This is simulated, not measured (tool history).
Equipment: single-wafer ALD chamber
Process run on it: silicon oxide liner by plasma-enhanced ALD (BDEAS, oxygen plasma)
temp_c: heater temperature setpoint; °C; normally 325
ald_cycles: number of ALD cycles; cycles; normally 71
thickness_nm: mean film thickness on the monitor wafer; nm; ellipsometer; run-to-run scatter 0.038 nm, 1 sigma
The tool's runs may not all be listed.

run    hour  temp_c  ald_cycles  wafers since the last listed run  hours since the last thermocouple change  hours since the gauge calibration  read-back reference wafer on the same gauge, thickness_nm  thickness_nm
  1     0.0     325          71                                 0                                    1851.2                              415.8                                                      6.943         6.527
  2    27.4     325          67                                91                                    1878.6                              443.2                                                      6.952         6.057
  3    59.2     325          67                               105                                    1910.4                              475.0                                                      6.955         6.028
  4    90.1     325          67                               102                                    1941.3                              505.9                                                      6.934         6.115
  5   111.9     325          71                                72                                    1963.1                              527.7                                                      6.939         6.463
  6   136.3     325          71                                81                                    1987.5                              552.1                                                      6.956         6.425
  7   152.7     325          71                                54                                    2003.9                              568.5                                                      6.955         6.475
  8   183.4     325          71                               102                                    2034.6                              599.2                                                      6.962         6.526
  9   201.7     325          71                                60                                    2052.9                              617.5                                                      6.941         6.531
 10   227.7     329          78                                86                                    2078.9                              643.5                                                      6.955         7.004
 11   242.6     329          78                                49                                    2093.8                              658.4                                                      6.953         7.049
 12   263.3     325          71                                68                                    2114.5                              679.1                                                      6.957         6.413
 13   292.8     325          71                                98                                    2144.0                              708.6                                                      6.946         6.477
 14   322.8     325          71                                99                                    2174.0                              738.6                                                      6.960         6.409
 15   354.0     325          71                               103                                    2205.2                              769.8                                                      6.965         6.445
 16   379.4     325          71                                84                                    2230.6                              795.2                                                      6.935         6.538
 17   392.1     325          71                                42                                    2243.3                              807.9                                                      6.921         6.464
      440.4  -- gauge calibrated
 18   468.3     325          71                               253                                    2319.5                               27.9                                                      6.961         6.394
 19   486.2     325          81                                59                                    2337.4                               45.8                                                      6.948         7.453
 20   501.4     325          81                                50                                    2352.6                               61.0                                                      6.962         7.297
      538.4  -- thermocouple changed; heater temperature recalibrated
 21   538.9     325          71                                98                                       0.5                               98.5                                                      6.939         6.479
 22   555.4     325          71                                54                                      17.0                              115.0                                                      6.925         6.509
 23   570.4     325          71                                49                                      32.0                              130.0                                                      6.951         6.417
 24   598.4     325          71                                93                                      60.0                              158.0                                                      6.959         6.415
 25   633.5     330          71                               116                                      95.1                              193.1                                                      6.941         6.349
 26   658.9     312          81                                84                                     120.5                              218.5                                                      6.961         7.581
 27   692.8     325          71                               112                                     154.4                              252.4                                                      6.949         6.446
 28   724.6     317          77                               105                                     186.2                              284.2                                                      6.953         7.123
 29   737.3     336          66                                42                                     198.9                              296.9                                                      6.956         5.833
 30   767.6     334          79                               100                                     229.2                              327.2                                                      6.969         7.125
 31   798.9     316          66                               104                                     260.5                              358.5                                                      6.972         6.150
 32   831.8     325          57                               109                                     293.4                              391.4                                                      6.949         5.135
 33   851.4     333          84                                65                                     313.0                              411.0                                                      6.943         7.435
 34   865.5     333          80                                46                                     327.1                              425.1                                                      6.945         7.217
 35   886.7     337          66                                70                                     348.3                              446.3                                                      6.978         5.901
 36   906.0     313          80                                64                                     367.6                              465.6                                                      6.957         7.449
 37   931.2     325          71                                83                                     392.8                              490.8                                                      6.967         6.483
 38   946.3     310          71                                50                                     407.9                              505.9                                                      6.947         6.618
 39   968.6     325          71                                74                                     430.2                              528.2                                                      6.944         6.465
 40  1001.8     336          78                               110                                     463.4                              561.4                                                      6.957         7.007
 41  1018.1     337          67                                54                                     479.7                              577.7                                                      6.959         5.964
 42  1039.9     325          83                                72                                     501.5                              599.5                                                      6.943         7.551
 43  1063.7     333          57                                79                                     525.3                              623.3                                                      6.960         5.144
 44  1083.6     338          76                                66                                     545.2                              643.2                                                      6.967         6.802
 45  1110.6     334          59                                89                                     572.2                              670.2                                                      6.935         5.253
 46  1146.6     335          66                               119                                     608.2                              706.2                                                      6.953         5.896

What if the next run were any one of these 4? Each begins from the tool's condition after run 46:
  A  1147.1     325          71                                 1                                     608.7                              706.7                                                          ?             ?
  B  1147.1     315          63                                 1                                     608.7                              706.7                                                          ?             ?
  C  1147.1     339          80                                 1                                     608.7                              706.7                                                          ?             ?
  D  1147.1     331          80                                 1                                     608.7                              706.7                                                          ?             ?

run  read-back reference wafer on the same gauge, thickness_nm  thickness_nm
  A                                                      6.930         6.434
  B                                                      6.930         5.803
  C                                                      6.930         7.082
  D                                                      6.930         7.177
Stripped of hidden state, with their random variation kept, the same runs would have yielded:
run  thickness_nm
  A         6.434
  B         5.803
  C         7.082
  D         7.177
